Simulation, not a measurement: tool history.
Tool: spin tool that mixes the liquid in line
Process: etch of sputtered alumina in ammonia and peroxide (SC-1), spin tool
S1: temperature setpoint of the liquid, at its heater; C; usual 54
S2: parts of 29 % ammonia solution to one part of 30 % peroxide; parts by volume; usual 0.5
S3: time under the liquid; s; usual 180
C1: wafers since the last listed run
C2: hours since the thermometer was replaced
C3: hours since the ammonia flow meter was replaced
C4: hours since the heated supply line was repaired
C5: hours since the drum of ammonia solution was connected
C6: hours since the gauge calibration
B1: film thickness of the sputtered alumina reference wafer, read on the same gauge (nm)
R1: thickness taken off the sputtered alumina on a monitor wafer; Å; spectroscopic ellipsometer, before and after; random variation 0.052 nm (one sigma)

run,hour,S1,S2,S3,C1,C2,C3,C4,C5,C6,B1,R1
1,0,54,0.5,180,0,1477.8,1501.2,2024,129.6,77.1,100.02,119.4
2,15.1,54,0.5,180,73,1492.9,1516.3,2039.1,144.7,92.2,99.97,120
3,23.5,54,0.5,180,40,1501.3,1524.7,2047.5,153.1,100.6,99.99,119
4,35.7,54,0.5,180,59,1513.5,1536.9,2059.7,165.3,112.8,100,119.5
5,47.8,54,0.5,180,58,1525.6,1549,2071.8,177.4,124.9,100,119.9
6,55.1,54,0.5,180,35,1532.9,1556.3,2079.1,184.7,132.2,100.01,120.5
7,62.2,54,0.5,180,34,1540,1563.4,2086.2,191.8,139.3,99.96,119.4
8,77.9,54,0.5,180,76,1555.7,1579.1,2101.9,207.5,155,100.01,118.7
# hour 80.6: thermometer replaced
9,93.7,54,0.5,180,71,13.1,1594.9,2117.7,223.3,170.8,99.99,107.5
10,100.7,54,0.5,180,33,20.1,1601.9,2124.7,230.3,177.8,100.03,106.6
11,109.4,54,0.5,180,42,28.8,1610.6,2133.4,239,186.5,99.99,108.4
12,118.8,46,0.35,115,45,38.2,1620,2142.8,248.4,195.9,99.97,42.7
13,133.4,45,0.5,210,70,52.8,1634.6,2157.4,263,210.5,100.05,76.1
14,141.1,59,0.25,90,37,60.5,1642.3,2165.1,270.7,218.2,100.03,65.6
15,150.6,54,0.35,180,46,70,1651.8,2174.6,280.2,227.7,100,104.6
# hour 159.8: heated supply line repaired
16,160.7,48.5,0.4,280,44,80.1,1661.9,0.9,290.3,237.8,99.98,122.3
# hour 171.2: ammonia flow meter replaced
17,171.7,54,0.5,130,48,91.1,0.5,11.9,301.3,248.8,99.97,77.7
18,188.8,60.5,0.7,95,82,108.2,17.6,29,318.4,265.9,100.02,82.6
# hour 193: new drum of ammonia solution connected
# hour 195.8: gauge calibrated
19,202.4,54,0.5,180,61,121.8,31.2,42.6,9.4,6.6,100.02,108.3
20,208.8,54,0.5,180,31,128.2,37.6,49,15.8,13,100,108.7
21,222.5,54,0.5,180,66,141.9,51.3,62.7,29.5,26.7,100.01,108
22,239.2,54,0.5,180,80,158.6,68,79.4,46.2,43.4,100,108.6
23,245.9,48.5,0.65,265,32,165.3,74.7,86.1,52.9,50.1,100,122.2
24,252.1,54,0.5,180,30,171.5,80.9,92.3,59.1,56.3,99.99,108.4

Some steps in R1 between neighbouring runs. How much of each would the tool show without its hidden state too (settings, what came in, random variation), and how much is left for the hidden state, with any gauge scatter that isn't in both results?
The hidden state here: liquid hotter than its thermometer reads (K); ammonia flow above the setpoint (%); temperature lost on the way to the wafer (K); ammonia solution weaker than its label (%); gauge reads high (%).
Run 8 -> 9: thermometer replaced. R1 -11.2 Å: hidden state -12.5, all else +1.3.
Run 11 -> 12: S1 54 -> 46, S2 0.5 -> 0.35, S3 180 -> 115. R1 -65.7 Å: hidden state -1.4, all else -64.3.
Run 16 -> 17: S1 48.5 -> 54, S2 0.4 -> 0.5, S3 280 -> 130, ammonia flow meter replaced. R1 -44.6 Å: hidden state -1.2, all else -43.4.
